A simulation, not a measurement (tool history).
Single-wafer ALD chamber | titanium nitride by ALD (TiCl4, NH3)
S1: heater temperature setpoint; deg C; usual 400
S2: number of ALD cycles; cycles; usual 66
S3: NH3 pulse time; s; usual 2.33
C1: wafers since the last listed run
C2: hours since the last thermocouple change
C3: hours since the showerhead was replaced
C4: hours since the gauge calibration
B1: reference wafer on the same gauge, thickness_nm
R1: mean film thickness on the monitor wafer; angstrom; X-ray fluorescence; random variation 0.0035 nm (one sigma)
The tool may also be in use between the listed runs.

run 1 hour=0.0 | S1=400 S2=59 S3=2.33 | C1=0 C2=216.6 C3=4931.2 C4=599.7 | B1=1.351 | R1=12.59
run 2 hour=34.7 | S1=400 S2=59 S3=2.33 | C1=101 C2=251.3 C3=4965.9 C4=634.4 | B1=1.350 | R1=12.62
run 3 hour=79.6 | S1=400 S2=59 S3=2.33 | C1=131 C2=296.2 C3=5010.8 C4=679.3 | B1=1.350 | R1=12.60
run 4 hour=128.2 | S1=400 S2=74 S3=2.82 | C1=142 C2=344.8 C3=5059.4 C4=727.9 | B1=1.350 | R1=15.88
run 5 hour=199.9 | S1=400 S2=66 S3=1.80 | C1=209 C2=416.5 C3=5131.1 C4=799.6 | B1=1.348 | R1=14.09
run 6 hour=235.8 | S1=400 S2=66 S3=2.33 | C1=105 C2=452.4 C3=5167.0 C4=835.5 | B1=1.349 | R1=14.13
run 7 hour=265.7 | S1=400 S2=66 S3=2.33 | C1=87 C2=482.3 C3=5196.9 C4=865.4 | B1=1.347 | R1=14.07
run 8 hour=328.7 | S1=400 S2=66 S3=2.33 | C1=184 C2=545.3 C3=5259.9 C4=928.4 | B1=1.348 | R1=14.11
run 9 hour=372.2 | S1=406 S2=66 S3=2.33 | C1=127 C2=588.8 C3=5303.4 C4=971.9 | B1=1.346 | R1=14.12
run 10 hour=435.6 | S1=406 S2=66 S3=2.33 | C1=185 C2=652.2 C3=5366.8 C4=1035.3 | B1=1.345 | R1=14.10
run 11 hour=491.0 | S1=406 S2=66 S3=2.33 | C1=162 C2=707.6 C3=5422.2 C4=1090.7 | B1=1.344 | R1=14.14
run 12 hour=548.5 | S1=400 S2=66 S3=2.33 | C1=168 C2=765.1 C3=5479.7 C4=1148.2 | B1=1.345 | R1=14.02
run 13 hour=616.8 | S1=391 S2=66 S3=1.67 | C1=199 C2=833.4 C3=5548.0 C4=1216.5 | B1=1.342 | R1=13.84
run 14 hour=678.4 | S1=391 S2=66 S3=1.67 | C1=180 C2=895.0 C3=5609.6 C4=1278.1 | B1=1.341 | R1=13.89
run 15 hour=736.6 | S1=400 S2=66 S3=2.33 | C1=170 C2=953.2 C3=5667.8 C4=1336.3 | B1=1.341 | R1=14.05
run 16 hour=799.8 | S1=390 S2=66 S3=2.33 | C1=184 C2=1016.4 C3=5731.0 C4=1399.5 | B1=1.341 | R1=13.93
run 17 hour=834.2 | S1=390 S2=66 S3=2.33 | C1=100 C2=1050.8 C3=5765.4 C4=1433.9 | B1=1.339 | R1=13.90
run 18 hour=899.7 | S1=393 S2=58 S3=2.09 | C1=191 C2=1116.3 C3=5830.9 C4=1499.4 | B1=1.338 | R1=12.19
run 19 hour=962.2 | S1=400 S2=62 S3=1.87 | C1=182 C2=1178.8 C3=5893.4 C4=1561.9 | B1=1.336 | R1=13.10
run 20 hour=997.9 | S1=392 S2=66 S3=2.88 | C1=104 C2=1214.5 C3=5929.1 C4=1597.6 | B1=1.337 | R1=14.07
run 21 hour=1065.7 | S1=414 S2=66 S3=2.69 | C1=198 C2=1282.3 C3=5996.9 C4=1665.4 | B1=1.336 | R1=14.06
-- hour=1080.0 showerhead replaced
run 22 hour=1100.2 | S1=400 S2=66 S3=2.33 | C1=77 C2=1316.8 C3=20.2 C4=1699.9 | B1=1.334 | R1=13.96
run 23 hour=1137.6 | S1=400 S2=66 S3=2.33 | C1=109 C2=1354.2 C3=57.6 C4=1737.3 | B1=1.334 | R1=13.98
run 24 hour=1180.4 | S1=400 S2=66 S3=1.41 | C1=125 C2=1397.0 C3=100.4 C4=1780.1 | B1=1.331 | R1=13.84
run 25 hour=1238.6 | S1=410 S2=66 S3=2.33 | C1=170 C2=1455.2 C3=158.6 C4=1838.3 | B1=1.330 | R1=14.03
run 26 hour=1281.5 | S1=411 S2=59 S3=2.97 | C1=125 C2=1498.1 C3=201.5 C4=1881.2 | B1=1.330 | R1=12.49
run 27 hour=1307.2 | S1=391 S2=79 S3=3.15 | C1=75 C2=1523.8 C3=227.2 C4=1906.9 | B1=1.329 | R1=16.71
run 28 hour=1345.5 | S1=394 S2=76 S3=2.33 | C1=112 C2=1562.1 C3=265.5 C4=1945.2 | B1=1.326 | R1=15.95
-- hour=1346.8 gauge calibrated
run 29 hour=1405.6 | S1=385 S2=55 S3=3.14 | C1=175 C2=1622.2 C3=325.6 C4=58.8 | B1=1.350 | R1=11.76
run 30 hour=1464.2 | S1=394 S2=54 S3=1.81 | C1=171 C2=1680.8 C3=384.2 C4=117.4 | B1=1.350 | R1=11.41
run 31 hour=1502.8 | S1=400 S2=66 S3=2.33 | C1=112 C2=1719.4 C3=422.8 C4=156.0 | B1=1.351 | R1=14.17
-- hour=1516.3 thermocouple changed; heater temperature recalibrated
run 32 hour=1538.4 | S1=390 S2=66 S3=3.16 | C1=80 C2=22.1 C3=458.4 C4=191.6 | B1=1.350 | R1=14.17
run 33 hour=1586.6 | S1=390 S2=55 S3=3.20 | C1=141 C2=70.3 C3=506.6 C4=239.8 | B1=1.351 | R1=11.84
run 34 hour=1652.8 | S1=400 S2=66 S3=2.33 | C1=193 C2=136.5 C3=572.8 C4=306.0 | B1=1.352 | R1=14.09
run 35 hour=1716.8 | S1=386 S2=62 S3=2.33 | C1=187 C2=200.5 C3=636.8 C4=370.0 | B1=1.351 | R1=13.17
run 36 hour=1772.9 | S1=411 S2=74 S3=2.33 | C1=164 C2=256.6 C3=692.9 C4=426.1 | B1=1.351 | R1=15.86
run 37 hour=1815.7 | S1=400 S2=66 S3=2.05 | C1=125 C2=299.4 C3=735.7 C4=468.9 | B1=1.350 | R1=14.13
run 38 hour=1879.7 | S1=390 S2=66 S3=3.16 | C1=187 C2=363.4 C3=799.7 C4=532.9 | B1=1.350 | R1=14.13
run 39 hour=1941.8 | S1=400 S2=66 S3=2.81 | C1=181 C2=425.5 C3=861.8 C4=595.0 | B1=1.350 | R1=14.10
run 40 hour=1980.7 | S1=396 S2=70 S3=2.07 | C1=113 C2=464.4 C3=900.7 C4=633.9 | B1=1.349 | R1=14.95
run 41 hour=2040.0 | S1=400 S2=71 S3=2.91 | C1=173 C2=523.7 C3=960.0 C4=693.2 | B1=1.348 | R1=15.28

3 ways to go on from here, each from the tool as it stands after run 41. What would each give?
run A hour=2040.6 | S1=400 S2=74 S3=2.33 | C1=1 C2=524.3 C3=960.6 C4=693.8 | B1=? | R1=?
run B hour=2040.6 | S1=395 S2=72 S3=1.60 | C1=1 C2=524.3 C3=960.6 C4=693.8 | B1=? | R1=?
run C hour=2040.6 | S1=391 S2=72 S3=1.44 | C1=1 C2=524.3 C3=960.6 C4=693.8 | B1=? | R1=?

run=A B1=1.347 R1=15.84
run=B B1=1.347 R1=15.21
run=C B1=1.347 R1=15.12
Without the tool's hidden state the same runs would have given:
run=A R1=15.86
run=B R1=15.24
run=C R1=15.14

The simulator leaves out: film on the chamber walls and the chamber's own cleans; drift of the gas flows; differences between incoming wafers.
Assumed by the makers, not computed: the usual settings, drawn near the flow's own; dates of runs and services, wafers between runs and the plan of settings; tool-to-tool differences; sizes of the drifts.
